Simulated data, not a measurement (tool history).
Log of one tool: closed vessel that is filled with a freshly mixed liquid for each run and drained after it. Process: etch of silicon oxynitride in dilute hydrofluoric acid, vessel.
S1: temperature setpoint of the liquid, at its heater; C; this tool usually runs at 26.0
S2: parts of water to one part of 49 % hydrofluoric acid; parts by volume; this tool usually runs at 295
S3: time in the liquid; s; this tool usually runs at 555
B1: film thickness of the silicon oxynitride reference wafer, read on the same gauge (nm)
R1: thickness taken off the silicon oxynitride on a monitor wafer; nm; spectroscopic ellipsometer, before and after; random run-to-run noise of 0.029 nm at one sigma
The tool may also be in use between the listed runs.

run,day,S1,S2,S3,B1,R1
1,0.000,26.0,250,555,89.993,4.773
2,0.525,26.0,250,555,90.001,4.779
3,1.183,26.0,250,555,89.989,4.779
4,3.138,26.0,295,555,89.993,3.861
5,3.571,26.0,295,555,89.995,3.841
6,3.858,26.0,295,400,89.995,2.777
7,4.117,26.0,295,400,90.003,2.748
8,4.471,26.0,295,400,89.995,2.751
9,4.908,26.0,295,555,89.982,3.773
10,5.546,26.0,295,555,89.985,3.807
11,6.204,26.0,295,555,89.998,3.842
# day 6.338: thermometer replaced
12,6.604,26.0,295,555,90.006,3.834
13,7.071,28.5,295,555,90.007,4.200
14,7.692,26.0,295,555,90.012,3.799
15,8.271,26.0,295,555,90.001,3.750
16,8.754,26.0,295,555,90.002,3.773
17,9.292,26.0,295,555,89.995,3.731
18,9.579,21.0,210,725,89.990,5.952
19,10.300,26.0,295,555,90.000,3.700
# day 10.429: gauge calibrated
20,10.950,30.0,240,555,89.983,5.637
# day 11.638: hydrofluoric acid flow meter replaced
21,11.654,28.5,340,760,90.011,5.368
22,12.008,29.0,400,380,90.007,2.211
23,12.562,26.0,295,445,90.003,3.354
24,13.312,26.0,295,555,90.008,4.152
25,13.833,30.5,295,555,89.988,4.990
26,14.308,26.0,295,555,90.009,4.154
27,14.808,26.0,295,555,89.997,4.137
28,15.108,22.0,295,555,90.017,3.535
29,15.858,30.0,295,555,90.024,4.808
30,16.529,24.5,365,790,90.007,4.175
31,17.171,21.0,295,375,90.011,2.212
32,17.650,26.0,295,555,89.994,4.123
33,18.183,23.0,295,430,90.014,2.776

List, for all runs, the conditions of the tool that the log does not record:
liquid colder than its thermometer reads (K): 0 at every run
gauge reads high (%): 0 at every run
H1: hydrofluoric acid flow below the setpoint (%)
run,H1
1,5.72
2,5.91
3,6.14
4,6.84
5,6.99
6,7.09
7,7.18
8,7.31
9,7.46
10,7.69
11,7.92
12,8.07
13,8.23
14,8.45
15,8.66
16,8.83
17,9.02
18,9.12
19,9.38
20,9.61
21,0.452
22,0.578
23,0.775
24,1.04
25,1.23
26,1.39
27,1.57
28,1.68
29,1.94
30,2.18
31,2.41
32,2.58
33,2.77

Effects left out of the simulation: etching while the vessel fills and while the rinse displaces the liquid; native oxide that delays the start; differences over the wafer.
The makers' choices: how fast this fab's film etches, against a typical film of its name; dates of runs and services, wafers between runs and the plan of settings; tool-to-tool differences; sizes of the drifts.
